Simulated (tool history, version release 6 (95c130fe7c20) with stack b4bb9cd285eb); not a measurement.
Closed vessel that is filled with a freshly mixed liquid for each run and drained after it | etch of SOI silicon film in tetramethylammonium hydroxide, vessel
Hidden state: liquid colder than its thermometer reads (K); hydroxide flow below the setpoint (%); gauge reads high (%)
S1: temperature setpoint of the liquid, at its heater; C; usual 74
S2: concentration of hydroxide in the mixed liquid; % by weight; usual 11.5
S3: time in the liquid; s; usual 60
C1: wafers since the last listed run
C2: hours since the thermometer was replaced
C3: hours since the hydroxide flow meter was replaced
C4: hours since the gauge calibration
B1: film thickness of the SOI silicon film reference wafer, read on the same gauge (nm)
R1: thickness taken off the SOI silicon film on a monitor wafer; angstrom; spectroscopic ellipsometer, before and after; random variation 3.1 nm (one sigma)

run,hour,S1,S2,S3,C1,C2,C3,C4,B1,R1
1,0,74,11.5,60,0,1503.9,1080.7,1561,68.3,4578.7
2,47.5,79,12.5,60,3862,1551.4,1128.2,1608.5,68.16,5750.4
3,99.4,79,12.5,60,4219,1603.3,1180.1,1660.4,68.03,5812.7
4,151.3,79,12.5,60,4219,1655.2,1232,1712.3,67.83,5830.2
5,192.1,74,10,60,3317,1696,1272.8,1753.1,67.69,4746.8
6,230.1,74,10,60,3089,1734,1310.8,1791.1,67.55,4811.5
7,259.5,74,10,60,2390,1763.4,1340.2,1820.5,67.46,4730.9
8,315.9,74,11.5,90,4585,1819.8,1396.6,1876.9,67.26,6732.5
9,342.6,74,11.5,90,2170,1846.5,1423.3,1903.6,67.19,6738.6
10,407,74,11.5,90,5236,1910.9,1487.7,1968,66.89,6652.7
11,436.7,74,11.5,60,2414,1940.6,1517.4,1997.7,66.8,4438
12,501.6,68,11.5,40,5277,2005.5,1582.3,2062.6,66.59,2094.9
# hour 529.7: thermometer replaced
13,563.5,74,14.5,60,4951,33.8,1644.2,2124.5,66.3,3957.7
14,615.5,74,11.5,75,4228,85.8,1696.2,2176.5,66.13,5595.5
15,646.4,74,11.5,60,2512,116.7,1727.1,2207.4,65.99,4405.9
16,695.8,74,15,60,4016,166.1,1776.5,2256.8,65.83,3930.6
# hour 709.9: gauge calibrated
17,745.2,72,12.5,80,4016,215.5,1825.9,35.3,70.09,5439.4
18,789.9,68,11.5,60,3634,260.2,1870.6,80,70.07,3333.6
19,821.3,72,10,45,2553,291.6,1902,111.4,70.06,3281.4
20,884.2,81,13,40,5114,354.5,1964.9,174.3,70.08,4420
21,921.2,66,11.5,60,3008,391.5,2001.9,211.3,69.97,2929.7
# hour 931.6: hydroxide flow meter replaced
22,951.1,74,15,60,2349,421.4,19.5,241.2,70.07,4152.7
23,1004.4,71.5,13,95,4333,474.7,72.8,294.5,70.04,6083.6
24,1036.2,74,12.5,60,2585,506.5,104.6,326.3,69.95,4560.4
25,1096.4,67,11.5,60,4894,566.7,164.8,386.5,69.94,3073.7
26,1128.7,74,11.5,60,2626,599,197.1,418.8,69.96,4648.1
27,1172.8,74,11.5,60,3585,643.1,241.2,462.9,69.87,4630.9
28,1224.8,77.5,13.5,60,4228,695.1,293.2,514.9,69.9,5343.9
29,1296.2,74,11.5,60,5805,766.5,364.6,586.3,69.8,4646.4
30,1325.9,74,11.5,60,2414,796.2,394.3,616,69.7,4600.7
31,1370.2,71,12.5,30,3602,840.5,438.6,660.3,69.64,1908.3
32,1405.6,74,11.5,60,2878,875.9,474,695.7,69.64,4617.4
33,1451.7,81,11.5,60,3748,922,520.1,741.8,69.6,6806.8

5 ways to go on from here, each from the tool as it stands after run 33. What would each give?
A,1452.4,74,10.5,60,56,922.7,520.8,742.5,?,?
B,1452.4,74,9,60,56,922.7,520.8,742.5,?,?
C,1452.4,81,11.5,85,56,922.7,520.8,742.5,?,?
D,1452.4,67.5,10,40,56,922.7,520.8,742.5,?,?
E,1452.4,74,11.5,70,56,922.7,520.8,742.5,?,?

run,B1,R1
A,69.53,4797.4
B,69.53,5080.1
C,69.53,9749.7
D,69.53,2222.5
E,69.53,5416.8
Without the tool's hidden state the same runs would have given:
run,R1
A,4827.3
B,5111.7
C,9810.4
D,2236.3
E,5450.5

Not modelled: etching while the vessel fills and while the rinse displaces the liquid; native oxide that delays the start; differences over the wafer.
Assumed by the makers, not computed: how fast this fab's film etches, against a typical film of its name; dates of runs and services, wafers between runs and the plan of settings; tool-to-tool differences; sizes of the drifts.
